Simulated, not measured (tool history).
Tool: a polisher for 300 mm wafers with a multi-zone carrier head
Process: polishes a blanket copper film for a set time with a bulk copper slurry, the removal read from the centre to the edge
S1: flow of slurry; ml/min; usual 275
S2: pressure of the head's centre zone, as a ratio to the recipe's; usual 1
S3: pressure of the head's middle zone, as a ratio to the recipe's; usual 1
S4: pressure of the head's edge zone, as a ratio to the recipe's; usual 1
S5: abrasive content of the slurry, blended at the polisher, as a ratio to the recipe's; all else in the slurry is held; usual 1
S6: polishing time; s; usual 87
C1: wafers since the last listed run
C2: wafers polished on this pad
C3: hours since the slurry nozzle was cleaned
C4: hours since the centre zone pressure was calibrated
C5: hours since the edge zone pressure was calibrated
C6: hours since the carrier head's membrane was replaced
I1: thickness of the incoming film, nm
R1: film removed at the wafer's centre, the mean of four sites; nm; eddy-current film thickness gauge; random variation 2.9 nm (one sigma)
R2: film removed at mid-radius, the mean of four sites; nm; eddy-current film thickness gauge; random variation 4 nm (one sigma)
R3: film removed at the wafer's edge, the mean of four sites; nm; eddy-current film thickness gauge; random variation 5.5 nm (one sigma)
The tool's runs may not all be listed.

run	hour	S1	S2	S3	S4	S5	S6	C1	C2	C3	C4	C5	C6	I1	R1	R2	R3
1	0	275	1	1	1	1	87	0	2303	480.3	1099.5	90.7	520.6	1952.6	432.2	443.9	469
# hour 87.2: worn pad replaced by a new one
# hour 111: slurry nozzle cleaned
2	180	275	1	1	1	1	87	2127	1116	69	1279.5	270.7	700.6	1964.8	453	472.5	478.9
3	251.3	275	1	1	1	1	87	866	1983	140.3	1350.8	342	771.9	1960.6	445.3	460.8	454.7
# hour 298.6: edge zone pressure recalibrated
# hour 345.4: worn pad replaced by a new one
4	356.2	275	1	1	1	1	87	1202	131	245.2	1455.7	57.6	876.8	1992.6	454.7	468	489
# hour 407.5: centre zone pressure recalibrated
5	430.5	275	1	1	1	1	87	879	1010	319.5	23	131.9	951.1	1948.1	444.6	463.4	472.2
# hour 451: carrier head's membrane replaced by a new one
6	487.3	275	1	1	1	1	87	629	1640	376.3	79.8	188.7	36.3	1972.1	438.8	455.2	457.2
7	528.4	275	1	1	1	1	87	499	2139	417.4	120.9	229.8	77.4	1973.3	435.3	453.8	454.9
8	583.2	275	1	1	1	1	87	666	2806	472.2	175.7	284.6	132.2	1989.6	435.4	453.3	466.9
# hour 613.7: worn pad replaced by a new one
9	660.3	275	1	1	1	1	87	888	566	549.3	252.8	361.7	209.3	1956.2	437.3	457.8	465
# hour 708.6: edge zone pressure recalibrated
# hour 710.4: slurry nozzle cleaned
10	734.1	215	0.92	1	1.04	1	69	860	1427	23.7	326.6	25.5	283.1	1942.3	328.3	355.8	373.9
11	826.6	275	1.08	0.89	1	0.9	87	1124	2551	116.2	419.1	118	375.6	2003.2	451.7	403.4	460.5
# hour 844.4: worn pad replaced by a new one
12	899.5	195	0.9	1	1	1	87	837	669	189.1	492	190.9	448.5	1981	391.2	437.1	460.1

Forecast run 13:
13	976.3	275	1	1	0.9	1	87	933	1603	265.9	568.8	267.7	525.3	1972.2	?	?	?

Run 13 gave R1 438.5 nm, R2 456.3 nm, R3 443.5 nm.
Without the tool's hidden state the same run would have given R1 469.4 nm, R2 486.7 nm, R3 469.4 nm.
